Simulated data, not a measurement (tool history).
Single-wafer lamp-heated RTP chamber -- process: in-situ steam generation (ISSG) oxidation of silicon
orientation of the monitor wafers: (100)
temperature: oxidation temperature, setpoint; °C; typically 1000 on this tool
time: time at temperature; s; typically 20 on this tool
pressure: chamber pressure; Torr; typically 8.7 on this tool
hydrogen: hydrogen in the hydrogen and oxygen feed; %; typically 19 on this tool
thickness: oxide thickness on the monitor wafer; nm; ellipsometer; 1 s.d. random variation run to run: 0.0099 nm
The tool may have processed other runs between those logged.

run,day,temperature,time,pressure,hydrogen,wafers since the last listed run,wafers since the last pyrometer calibration,hours since the pressure gauge was zeroed,hours since the hydrogen flow controller was replaced,hours since the gauge calibration,"read-back reference wafer on the same gauge, thickness",thickness
1,0,1000,20,8.7,24,0,4997,818.4,3636.6,2654.5,5.824,6.039
2,3.988,1000,20,8.7,24,1819,6817,914.1,3732.3,2750.2,5.82,6.059
3,7.983,1000,20,8.7,19,1823,8641,1010,3828.2,2846.1,5.823,5.751
# day 15.858: pyrometer window cleaned and pyrometer calibrated
4,17.458,1000,20,8.7,19,4172,729,1237.4,4055.6,3073.5,5.823,5.727
5,20.662,1000,20,8.7,19,1462,2191,1314.3,4132.5,3150.4,5.82,5.716
# day 22.433: hydrogen flow controller replaced
6,24.721,1000,20,8.7,19,1700,3891,1411.7,54.9,3247.8,5.82,5.688
7,36.162,1000,20,8.7,19,5221,9113,1686.3,329.5,3522.4,5.82,5.698
8,38.012,1000,18,8.7,19,844,9957,1730.7,373.9,3566.8,5.818,5.413
9,40.596,1000,18,8.7,19,1178,11136,1792.7,435.9,3628.8,5.819,5.434
# day 41.275: gauge calibrated
# day 44.962: pyrometer window cleaned and pyrometer calibrated
10,44.983,1004,20,8.7,19,1850,10,1898,541.2,89,5.82,5.715
11,47.438,1004,20,8.7,19,1120,1130,1956.9,600.1,147.9,5.82,5.738
12,49.354,985,27,8.7,29,874,2004,2002.9,646.1,193.9,5.821,6.771
13,53.2,1000,24,8,19,1755,3760,2095.2,738.4,286.2,5.818,6.215
14,55.017,1000,20,8.7,16,829,4589,2138.8,782,329.8,5.818,5.458
# day 63.488: pressure gauge zeroed
15,63.717,1016,20,8.7,12,3818,8407,5.5,990.8,538.6,5.82,5.527
16,65.717,1000,18,8.7,19,912,9320,53.5,1038.8,586.6,5.817,5.426
17,67.312,1000,24,8.7,19,728,10048,91.8,1077.1,624.9,5.815,6.219
18,69.958,1011,20,8.7,19,1207,11256,155.3,1140.6,688.4,5.818,5.974
# day 71.871: pyrometer window cleaned and pyrometer calibrated
19,73.933,1000,20,8.7,19,1661,942,250.7,1236,783.8,5.823,5.658
20,80.862,1000,20,8.7,19,3162,4104,417,1402.3,950.1,5.815,5.692
21,83.325,1009,25,7.5,15,1123,5228,476.1,1461.4,1009.2,5.821,6.284

Expected results for the next run?
22,85.55,1000,28,8.7,19,1015,6243,529.5,1514.8,1062.6,?,?

Run 22 came out at read-back reference wafer on the same gauge, thickness 5.819, thickness 6.71 nm.
On a tool with no hidden condition, and with the same random variation, this run would have come out at thickness 6.642 nm.
